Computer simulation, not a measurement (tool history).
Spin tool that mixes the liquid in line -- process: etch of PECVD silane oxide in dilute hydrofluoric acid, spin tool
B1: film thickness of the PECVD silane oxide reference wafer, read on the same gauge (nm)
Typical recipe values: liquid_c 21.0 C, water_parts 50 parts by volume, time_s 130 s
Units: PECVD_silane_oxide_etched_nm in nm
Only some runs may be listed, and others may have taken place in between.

Run 1, hour 0.0: usual settings but liquid_c 22.0 C; B1 130.01. Result: PECVD_silane_oxide_etched_nm 52.22 nm.
Run 2, hour 36.0: usual settings but liquid_c 22.0 C; B1 130.01. Result: PECVD_silane_oxide_etched_nm 52.68 nm.
Run 3, hour 76.3: usual settings but liquid_c 22.0 C; B1 130.01. Result: PECVD_silane_oxide_etched_nm 52.52 nm.
Run 4, hour 136.5: usual settings; B1 129.98. Result: PECVD_silane_oxide_etched_nm 50.73 nm.
Run 5, hour 184.8: usual settings but time_s 165 s; B1 129.97. Result: PECVD_silane_oxide_etched_nm 63.97 nm.
At hour 200.6: gauge calibrated.
Run 6, hour 228.0: usual settings but time_s 165 s; B1 130.02. Result: PECVD_silane_oxide_etched_nm 64.68 nm.
Run 7, hour 285.7: usual settings but time_s 165 s; B1 130.00. Result: PECVD_silane_oxide_etched_nm 64.34 nm.
Run 8, hour 357.1: usual settings but time_s 100 s; B1 130.01. Result: PECVD_silane_oxide_etched_nm 39.04 nm.
Run 9, hour 417.0: usual settings but time_s 100 s; B1 130.00. Result: PECVD_silane_oxide_etched_nm 39.04 nm.
Run 10, hour 457.8: usual settings but time_s 100 s; B1 130.02. Result: PECVD_silane_oxide_etched_nm 39.44 nm.
Run 11, hour 512.8: usual settings but time_s 180 s; B1 130.03. Result: PECVD_silane_oxide_etched_nm 71.18 nm.
Run 12, hour 568.8: usual settings; B1 130.01. Result: PECVD_silane_oxide_etched_nm 51.98 nm.
Run 13, hour 629.7: usual settings; B1 130.04. Result: PECVD_silane_oxide_etched_nm 51.65 nm.
Run 14, hour 667.9: usual settings; B1 130.02. Result: PECVD_silane_oxide_etched_nm 51.42 nm.
Run 15, hour 722.5: usual settings; B1 129.96. Result: PECVD_silane_oxide_etched_nm 51.66 nm.
Run 16, hour 761.8: usual settings; B1 130.02. Result: PECVD_silane_oxide_etched_nm 51.79 nm.
Run 17, hour 791.8: usual settings but liquid_c 23.0 C, water_parts 70 parts by volume; B1 130.03. Result: PECVD_silane_oxide_etched_nm 39.25 nm.
At hour 808.7: thermometer replaced.
Run 18, hour 821.5: usual settings; B1 130.00. Result: PECVD_silane_oxide_etched_nm 47.72 nm.
Run 19, hour 879.4: usual settings but liquid_c 24.5 C; B1 130.01. Result: PECVD_silane_oxide_etched_nm 55.40 nm.
At hour 882.0: hydrofluoric acid flow meter replaced.
Run 20, hour 1024.5: usual settings; B1 130.01. Result: PECVD_silane_oxide_etched_nm 47.56 nm.
Run 21, hour 1066.4: usual settings but liquid_c 22.0 C; B1 130.01. Result: PECVD_silane_oxide_etched_nm 50.49 nm.
Run 22, hour 1112.1: usual settings but water_parts 30 parts by volume; B1 130.01. Result: PECVD_silane_oxide_etched_nm 83.12 nm.
At hour 1146.6: gauge calibrated.
Run 23, hour 1177.6: usual settings but liquid_c 24.5 C, water_parts 40 parts by volume, time_s 150 s; B1 129.98. Result: PECVD_silane_oxide_etched_nm 82.28 nm.
Run 24, hour 1203.0: usual settings but liquid_c 23.5 C, water_parts 30 parts by volume; B1 130.04. Result: PECVD_silane_oxide_etched_nm 93.77 nm.
Run 25, hour 1227.0: usual settings but liquid_c 17.5 C, water_parts 65 parts by volume; B1 130.00. Result: PECVD_silane_oxide_etched_nm 31.26 nm.
Run 26, hour 1282.2: usual settings but liquid_c 24.0 C; B1 129.99. Result: PECVD_silane_oxide_etched_nm 55.17 nm.
Run 27, hour 1328.2: usual settings but time_s 100 s; B1 129.99. Result: PECVD_silane_oxide_etched_nm 36.91 nm.
Run 28, hour 1385.0: usual settings but liquid_c 18.0 C; B1 129.99. Result: PECVD_silane_oxide_etched_nm 43.88 nm.
Run 29, hour 1452.1: usual settings but liquid_c 25.5 C, water_parts 35 parts by volume, time_s 55 s; B1 130.02. Result: PECVD_silane_oxide_etched_nm 36.39 nm.
Run 30, hour 1499.7: usual settings but liquid_c 17.0 C, water_parts 60 parts by volume; B1 129.99. Result: PECVD_silane_oxide_etched_nm 34.55 nm.
Run 31, hour 1570.7: usual settings but water_parts 70 parts by volume; B1 130.00. Result: PECVD_silane_oxide_etched_nm 34.31 nm.
Run 32, hour 1609.0: usual settings but water_parts 60 parts by volume, time_s 190 s; B1 130.02. Result: PECVD_silane_oxide_etched_nm 59.96 nm.
Run 33, hour 1676.3: usual settings; B1 130.00. Result: PECVD_silane_oxide_etched_nm 48.96 nm.
Run 34, hour 1730.7: usual settings but liquid_c 25.0 C, water_parts 60 parts by volume, time_s 180 s; B1 130.03. Result: PECVD_silane_oxide_etched_nm 66.76 nm.

Forecast each of these 3 alternatives for the next run:
Run A, hour 1731.2: usual settings; B1 ?. Result: PECVD_silane_oxide_etched_nm ?.
Run B, hour 1731.2: usual settings but liquid_c 24.5 C, water_parts 60 parts by volume, time_s 180 s; B1 ?. Result: PECVD_silane_oxide_etched_nm ?.
Run C, hour 1731.2: usual settings but liquid_c 24.0 C, water_parts 70 parts by volume, time_s 80 s; B1 ?. Result: PECVD_silane_oxide_etched_nm ?.

run      B1  PECVD_silane_oxide_etched_nm
  A  129.98                         50.20
  B  129.98                         65.99
  C  129.98                         24.31
The same runs, with their run-to-run variation unchanged, on a tool lacking any hidden condition would have given:
run  PECVD_silane_oxide_etched_nm
  A                         47.83
  B                         62.99
  C                         23.21

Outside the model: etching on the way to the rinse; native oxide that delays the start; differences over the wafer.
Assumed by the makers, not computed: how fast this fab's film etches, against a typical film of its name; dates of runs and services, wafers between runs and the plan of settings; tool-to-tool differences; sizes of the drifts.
